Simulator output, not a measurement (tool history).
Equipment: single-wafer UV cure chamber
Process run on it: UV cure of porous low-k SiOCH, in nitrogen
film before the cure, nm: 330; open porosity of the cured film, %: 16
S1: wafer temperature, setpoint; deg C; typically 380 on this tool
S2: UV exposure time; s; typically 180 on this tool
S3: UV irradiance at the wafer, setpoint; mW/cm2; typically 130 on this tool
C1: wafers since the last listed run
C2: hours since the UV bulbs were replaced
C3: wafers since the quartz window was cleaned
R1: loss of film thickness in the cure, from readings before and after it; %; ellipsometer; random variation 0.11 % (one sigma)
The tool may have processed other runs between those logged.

| run | hour | S1 | S2 | S3 | C1 | C2 | C3 | R1 |
|---|---|---|---|---|---|---|---|---|
| 1 | 0.0 | 372 | 180 | 130 | 0 | 2403.0 | 12 | 10.809 |
| 2 | 31.6 | 380 | 180 | 158 | 264 | 2434.6 | 277 | 11.732 |
| 3 | 59.3 | 380 | 180 | 158 | 232 | 2462.3 | 509 | 11.625 |
| 4 | 84.8 | 380 | 180 | 158 | 213 | 2487.8 | 723 | 11.573 |
| 5 | 102.4 | 380 | 180 | 130 | 147 | 2505.4 | 870 | 10.564 |
| 6 | 126.0 | 380 | 180 | 130 | 197 | 2529.0 | 1068 | 10.432 |
| 7 | 159.8 | 380 | 180 | 130 | 283 | 2562.8 | 1352 | 10.358 |
| 8 | 192.9 | 380 | 180 | 130 | 277 | 2595.9 | 1629 | 10.278 |
| 9 | 211.7 | 380 | 155 | 108 | 157 | 2614.7 | 1787 | 8.711 |
| 10 | 233.0 | 380 | 155 | 108 | 178 | 2636.0 | 1965 | 8.719 |
|  | 258.8 | quartz window cleaned |
| 11 | 259.3 | 380 | 155 | 108 | 153 | 2662.3 | 4 | 9.520 |
| 12 | 291.9 | 380 | 180 | 155 | 273 | 2694.9 | 277 | 11.728 |
| 13 | 316.3 | 369 | 120 | 130 | 204 | 2719.3 | 482 | 8.625 |
| 14 | 330.6 | 375 | 220 | 161 | 119 | 2733.6 | 602 | 12.364 |
| 15 | 363.8 | 380 | 180 | 130 | 278 | 2766.8 | 880 | 10.595 |
| 16 | 396.0 | 374 | 225 | 98 | 269 | 2799.0 | 1150 | 9.946 |
| 17 | 419.6 | 386 | 180 | 112 | 197 | 2822.6 | 1348 | 9.834 |
|  | 453.0 | UV bulbs replaced |
| 18 | 453.5 | 371 | 180 | 106 | 217 | 0.5 | 1565 | 9.049 |
| 19 | 473.6 | 380 | 180 | 130 | 168 | 20.6 | 1733 | 10.131 |
|  | 512.2 | quartz window cleaned |
| 20 | 512.7 | 399 | 270 | 170 | 260 | 59.7 | 3 | 14.310 |
| 21 | 533.4 | 369 | 180 | 130 | 173 | 80.4 | 177 | 10.486 |
| 22 | 557.2 | 392 | 180 | 100 | 199 | 104.2 | 376 | 9.786 |
| 23 | 588.0 | 380 | 180 | 144 | 258 | 135.0 | 635 | 11.301 |
| 24 | 621.8 | 372 | 235 | 116 | 283 | 168.8 | 918 | 11.029 |

3 ways to go on from here, each from the tool as it stands after run 24. What would each give?
| A | 622.2 | 380 | 180 | 130 | 3 | 169.2 | 921 | ? |
| B | 622.2 | 372 | 265 | 143 | 3 | 169.2 | 921 | ? |
| C | 622.2 | 387 | 80 | 98 | 3 | 169.2 | 921 | ? |

| run | R1 |
|---|---|
| A | 10.642 |
| B | 12.721 |
| C | 6.196 |
Stripped of hidden state, with their random variation kept, the same runs would have yielded:
| run | R1 |
|---|---|
| A | 11.192 |
| B | 13.300 |
| C | 6.662 |
